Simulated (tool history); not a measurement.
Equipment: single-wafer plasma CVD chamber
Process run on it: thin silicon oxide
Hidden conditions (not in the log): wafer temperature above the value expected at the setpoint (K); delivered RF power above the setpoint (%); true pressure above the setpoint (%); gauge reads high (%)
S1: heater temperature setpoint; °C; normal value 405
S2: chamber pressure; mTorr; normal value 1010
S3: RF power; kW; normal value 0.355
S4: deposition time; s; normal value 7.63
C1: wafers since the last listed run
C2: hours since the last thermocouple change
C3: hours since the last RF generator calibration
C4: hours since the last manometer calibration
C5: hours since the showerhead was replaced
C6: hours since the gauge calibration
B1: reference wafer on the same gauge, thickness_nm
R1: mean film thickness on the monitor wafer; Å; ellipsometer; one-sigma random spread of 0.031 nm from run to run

run   hour   S1    S2     S3    S4    C1      C2      C3      C4      C5     C6      B1      R1
  1    0.0  405  1010  0.355  7.63     0  2545.8  2239.7  1268.5  6571.3  432.0  21.805  194.99
  2   49.6  405  1010  0.355  7.63  1271  2595.4  2289.3  1318.1  6620.9  481.6  21.784  195.14
  3  217.8  405  1010  0.355  7.63  4312  2763.6  2457.5  1486.3  6789.1  649.8  21.791  194.99
  4  273.4  405  1010  0.355  7.63  1425  2819.2  2513.1  1541.9  6844.7  705.4  21.796  194.36
     329.6  -- RF generator calibrated
     337.4  -- thermocouple changed; heater temperature recalibrated
  5  342.8  405  1010  0.355  7.05  1374     5.4    13.2  1611.3  6914.1  774.8  21.798  183.86
     347.0  -- gauge calibrated
  6  410.9  397  1010  0.355  7.63  1745    73.5    81.3  1679.4  6982.2   63.9  21.792  200.12
     461.9  -- capacitance manometer re-zeroed and calibrated
  7  466.7  405  1010  0.405  7.63  1225   129.3   137.1     4.8  7038.0  119.7  21.803  209.95
  8  505.2  391  1260  0.410  8.41   987   167.8   175.6    43.3  7076.5  158.2  21.784  263.32
     538.2  -- showerhead replaced
  9  538.7  405  1010  0.355  9.09   653   201.3   209.1    76.8     0.5  191.7  21.800  241.19
 10  580.3  417  1010  0.330  7.63  1066   242.9   250.7   118.4    42.1  233.3  21.812  195.59

Estimate the outcome of run 11 from the log above:
 11  605.1  405  1110  0.355  8.15  635  267.7  275.5  143.2  66.9  258.1   ?   ?

For run 11 the tool returned B1 21.803, R1 226.11 Å.
The same run, on a tool lacking any hidden state, would have yielded R1 228.95 Å.
